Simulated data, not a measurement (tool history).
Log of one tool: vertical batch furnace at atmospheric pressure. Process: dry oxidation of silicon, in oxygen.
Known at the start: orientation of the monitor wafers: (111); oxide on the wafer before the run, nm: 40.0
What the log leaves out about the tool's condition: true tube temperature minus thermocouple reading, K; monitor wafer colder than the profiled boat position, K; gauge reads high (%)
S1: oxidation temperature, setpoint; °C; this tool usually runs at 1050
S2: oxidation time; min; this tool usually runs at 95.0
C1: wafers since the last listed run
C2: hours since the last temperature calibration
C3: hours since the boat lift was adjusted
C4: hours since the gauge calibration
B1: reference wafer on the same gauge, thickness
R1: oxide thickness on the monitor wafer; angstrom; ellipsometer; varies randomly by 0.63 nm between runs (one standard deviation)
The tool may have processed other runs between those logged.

| run | hour | S1 | S2 | C1 | C2 | C3 | C4 | B1 | R1 |
|---|---|---|---|---|---|---|---|---|---|
| 1 | 0.0 | 1050 | 95.0 | 0 | 1656.3 | 3578.2 | 29.1 | 121.93 | 1519.9 |
| 2 | 31.7 | 1050 | 95.0 | 375 | 1688.0 | 3609.9 | 60.8 | 121.84 | 1519.0 |
| 3 | 61.1 | 1050 | 95.0 | 348 | 1717.4 | 3639.3 | 90.2 | 122.13 | 1521.2 |
| 4 | 82.6 | 1034 | 95.0 | 254 | 1738.9 | 3660.8 | 111.7 | 122.23 | 1422.8 |
| 5 | 97.3 | 1034 | 95.0 | 174 | 1753.6 | 3675.5 | 126.4 | 121.96 | 1406.3 |
| 6 | 116.0 | 1050 | 67.5 | 221 | 1772.3 | 3694.2 | 145.1 | 121.93 | 1276.1 |
| 7 | 132.3 | 1050 | 69.5 | 193 | 1788.6 | 3710.5 | 161.4 | 121.99 | 1290.4 |
| 8 | 160.8 | 1058 | 95.0 | 337 | 1817.1 | 3739.0 | 189.9 | 122.08 | 1575.7 |
| 9 | 232.4 | 1043 | 117.5 | 847 | 1888.7 | 3810.6 | 261.5 | 122.03 | 1640.5 |
| 10 | 263.9 | 1043 | 117.5 | 373 | 1920.2 | 3842.1 | 293.0 | 122.22 | 1648.8 |
| 11 | 293.2 | 1050 | 95.0 | 347 | 1949.5 | 3871.4 | 322.3 | 122.27 | 1524.6 |
| 12 | 320.5 | 1050 | 95.0 | 323 | 1976.8 | 3898.7 | 349.6 | 122.34 | 1521.6 |
|  | 365.3 | boat lift adjusted |
| 13 | 365.8 | 1050 | 95.0 | 252 | 2022.1 | 0.5 | 394.9 | 122.10 | 1524.0 |
| 14 | 371.1 | 1032 | 95.0 | 62 | 2027.4 | 5.8 | 400.2 | 121.92 | 1401.4 |
|  | 402.4 | gauge calibrated |
| 15 | 403.9 | 1064 | 95.0 | 388 | 2060.2 | 38.6 | 1.5 | 122.06 | 1625.4 |
| 16 | 420.9 | 1069 | 68.0 | 201 | 2077.2 | 55.6 | 18.5 | 122.04 | 1409.2 |
| 17 | 456.9 | 1028 | 123.5 | 426 | 2113.2 | 91.6 | 54.5 | 121.95 | 1568.3 |
| 18 | 471.0 | 1050 | 95.0 | 166 | 2127.3 | 105.7 | 68.6 | 121.99 | 1517.3 |
| 19 | 503.5 | 1043 | 140.5 | 384 | 2159.8 | 138.2 | 101.1 | 122.10 | 1814.5 |
| 20 | 537.5 | 1050 | 95.0 | 402 | 2193.8 | 172.2 | 135.1 | 122.19 | 1528.7 |
|  | 564.5 | thermocouples replaced and temperature profile calibrated |
| 21 | 644.2 | 1066 | 95.0 | 979 | 79.7 | 278.9 | 241.8 | 121.96 | 1642.6 |
| 22 | 676.4 | 1050 | 95.0 | 381 | 111.9 | 311.1 | 274.0 | 122.12 | 1523.3 |

Predict the results of run 23:
| 23 | 699.2 | 1050 | 95.0 | 270 | 134.7 | 333.9 | 296.8 | ? | ? |

{"run 23": {"B1": 121.98, "R1": 1519.6}}
If the tool had no hidden condition, the same run with the same run-to-run variation would have returned R1 1519.6 angstrom.
